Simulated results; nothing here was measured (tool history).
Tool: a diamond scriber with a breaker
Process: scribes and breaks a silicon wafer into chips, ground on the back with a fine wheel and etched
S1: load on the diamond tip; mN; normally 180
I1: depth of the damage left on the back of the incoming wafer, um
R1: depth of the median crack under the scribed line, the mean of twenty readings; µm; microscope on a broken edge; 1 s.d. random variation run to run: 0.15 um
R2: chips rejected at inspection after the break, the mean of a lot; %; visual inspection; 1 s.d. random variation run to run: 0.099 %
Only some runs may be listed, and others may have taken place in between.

run,hour,S1,I1,R1,R2
1,0,180,0.54,11,9.82
2,8,180,0.59,10.98,12.09
3,24.5,180,0.35,10.58,11.77
4,35.9,180,0.32,10.88,12.59
5,48.1,180,0.4,10.64,13.61
6,65.9,210,0.5,11.37,5.05
7,75.1,200,0.41,11.13,7.08
8,83.9,200,0.73,11.16,8.07
9,99.4,200,0.53,10.83,9.17
10,110.4,180,0.31,10.43,18.74
11,161,205,0.77,10.94,9.02
12,173.9,205,0.46,10.86,9.88
13,187.3,180,0.54,10.15,21.63
# hour 198.2: diamond tip replaced by a new one, of another model than before
14,198.7,180,0.63,12.54,1.26
15,216.5,180,0.57,12.72,1.61
16,228.4,180,0.57,12.86,1.39
17,236.4,145,0.63,10.39,15.8
18,252.4,130,0.52,9.22,31.49
19,260.8,180,0.4,12.85,1.53
20,272.9,165,0.52,11.79,4.03
21,284.5,180,0.67,12.75,1.38
22,294.1,180,0.68,13.08,1.48
23,300.6,217,0.37,14.93,9.91
24,307.5,213,0.48,15.04,10.12
25,319.8,133,0.59,9.37,30.62
26,326.1,148,0.34,10.75,12.35
27,341.3,195,0.68,13.71,3.03
# hour 343.4: load on the tip recalibrated
28,353,180,0.8,12.58,1.41
29,392.7,180,0.6,12.85,1.59
30,409.5,163,0.79,11.53,5.64
31,422.9,180,0.43,12.75,1.41
32,430.4,140,0.56,9.98,22.41
33,437,209,0.57,14.53,7.05

Here are 3 independent what-if runs from the current tool condition. What would each one return?
A,437.6,180,0.69,?,?
B,437.6,234,0.69,?,?
C,437.6,129,0.69,?,?

run,R1,R2
A,12.56,1.46
B,15.83,17.86
C,9.01,36.33
Stripped of hidden state, with their random variation kept, the same runs would have yielded:
run,R1,R2
A,12.69,1.42
B,16,19.34
C,9.1,34.61
